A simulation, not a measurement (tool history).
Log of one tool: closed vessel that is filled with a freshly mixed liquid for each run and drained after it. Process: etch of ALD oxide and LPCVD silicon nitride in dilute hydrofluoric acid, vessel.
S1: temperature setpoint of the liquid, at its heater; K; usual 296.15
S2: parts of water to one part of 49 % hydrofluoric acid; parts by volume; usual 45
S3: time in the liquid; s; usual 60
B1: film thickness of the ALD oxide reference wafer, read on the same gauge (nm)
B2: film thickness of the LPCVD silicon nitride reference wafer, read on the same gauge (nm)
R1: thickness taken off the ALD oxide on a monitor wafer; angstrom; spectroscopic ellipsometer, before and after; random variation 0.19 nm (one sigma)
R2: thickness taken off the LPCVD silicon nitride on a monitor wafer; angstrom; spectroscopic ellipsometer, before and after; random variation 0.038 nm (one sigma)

Run 1, hour 0.0: usual settings; B1 40.97; B2 92.169. Result: R1 249.9 angstrom, R2 6.19 angstrom.
At hour 24.6: gauge calibrated.
Run 2, hour 28.6: usual settings; B1 40.24; B2 90.412. Result: R1 244.1 angstrom, R2 6.24 angstrom.
Run 3, hour 50.0: usual settings; B1 40.23; B2 90.431. Result: R1 243.4 angstrom, R2 6.27 angstrom.
Run 4, hour 75.5: usual settings but S2 50 parts by volume; B1 40.21; B2 90.477. Result: R1 216.7 angstrom, R2 6.11 angstrom.
Run 5, hour 151.8: usual settings but S2 50 parts by volume; B1 40.15; B2 90.491. Result: R1 220.1 angstrom, R2 5.24 angstrom.
Run 6, hour 170.8: usual settings; B1 40.26; B2 90.515. Result: R1 243.2 angstrom, R2 6.50 angstrom.
Run 7, hour 184.4: usual settings; B1 40.27; B2 90.534. Result: R1 239.5 angstrom, R2 6.29 angstrom.
Run 8, hour 213.9: usual settings but S1 299.65 K, S2 40 parts by volume, S3 40 s; B1 40.28; B2 90.561. Result: R1 212.5 angstrom, R2 6.65 angstrom.
At hour 229.4: hydrofluoric acid flow meter replaced.
Run 9, hour 229.9: usual settings but S1 298.15 K, S3 30 s; B1 40.27; B2 90.647. Result: R1 132.3 angstrom, R2 3.72 angstrom.
Run 10, hour 242.9: usual settings but S1 300.15 K, S2 55 parts by volume; B1 40.33; B2 90.625. Result: R1 231.2 angstrom, R2 6.73 angstrom.
Run 11, hour 267.8: usual settings but S1 301.15 K, S3 35 s; B1 40.32; B2 90.706. Result: R1 174.6 angstrom, R2 5.27 angstrom.
Run 12, hour 302.5: usual settings; B1 40.34; B2 90.768. Result: R1 245.0 angstrom, R2 5.91 angstrom.
At hour 310.9: thermometer replaced.
Run 13, hour 329.5: usual settings but S1 298.15 K, S2 65 parts by volume, S3 45 s; B1 40.44; B2 90.878. Result: R1 134.5 angstrom, R2 4.05 angstrom.
Run 14, hour 363.1: usual settings but S1 294.65 K, S2 30 parts by volume, S3 30 s; B1 40.45; B2 90.983. Result: R1 173.1 angstrom, R2 4.11 angstrom.
Run 15, hour 381.1: usual settings but S1 291.65 K, S2 60 parts by volume, S3 75 s; B1 40.49; B2 91.051. Result: R1 187.0 angstrom, R2 4.23 angstrom.
Run 16, hour 481.8: usual settings but S1 297.65 K, S2 60 parts by volume; B1 40.64; B2 91.499. Result: R1 192.7 angstrom, R2 5.72 angstrom.
Run 17, hour 516.3: usual settings but S1 293.65 K, S2 60 parts by volume, S3 45 s; B1 40.70; B2 91.686. Result: R1 121.7 angstrom, R2 2.96 angstrom.
Run 18, hour 543.9: usual settings but S2 40 parts by volume, S3 90 s; B1 40.84; B2 91.788. Result: R1 411.2 angstrom, R2 11.19 angstrom.
Run 19, hour 557.0: usual settings but S2 35 parts by volume, S3 35 s; B1 40.79; B2 91.833. Result: R1 190.5 angstrom, R2 4.74 angstrom.
Run 20, hour 580.6: usual settings but S1 292.65 K, S2 30 parts by volume; B1 40.93; B2 91.940. Result: R1 326.8 angstrom, R2 8.61 angstrom.
Run 21, hour 613.5: usual settings but S2 30 parts by volume; B1 40.93; B2 92.213. Result: R1 380.9 angstrom, R2 8.81 angstrom.
Run 22, hour 649.2: usual settings; B1 41.04; B2 92.407. Result: R1 248.4 angstrom, R2 6.97 angstrom.
Run 23, hour 674.5: usual settings; B1 41.14; B2 92.593. Result: R1 248.6 angstrom, R2 7.20 angstrom.
At hour 690.8: gauge calibrated.
Run 24, hour 698.5: usual settings but S1 292.15 K, S3 75 s; B1 39.88; B2 89.825. Result: R1 258.6 angstrom, R2 6.18 angstrom.
Run 25, hour 713.8: usual settings but S1 294.65 K, S2 55 parts by volume, S3 80 s; B1 39.93; B2 89.822. Result: R1 244.6 angstrom, R2 6.54 angstrom.
Run 26, hour 726.5: usual settings but S3 70 s; B1 39.95; B2 89.830. Result: R1 280.1 angstrom, R2 7.48 angstrom.
Run 27, hour 759.0: usual settings but S1 292.15 K, S3 75 s; B1 39.91; B2 89.864. Result: R1 256.7 angstrom, R2 6.22 angstrom.

3 ways to go on from here, each from the tool as it stands after run 27. What would each give?
Run A, hour 759.7: usual settings; B1 ?; B2 ?. Result: R1 ?, R2 ?.
Run B, hour 759.7: usual settings but S2 35 parts by volume, S3 40 s; B1 ?; B2 ?. Result: R1 ?, R2 ?.
Run C, hour 759.7: usual settings but S1 293.65 K, S2 40 parts by volume; B1 ?; B2 ?. Result: R1 ?, R2 ?.

run     B1      B2     R1    R2
  A  39.93  89.846  242.6  6.63
  B  39.93  89.846  210.7  5.64
  C  39.93  89.846  247.2  6.26
Without the tool's hidden state the same runs would have given:
run     R1    R2
  A  243.0  6.64
  B  211.0  5.65
  C  247.6  6.27
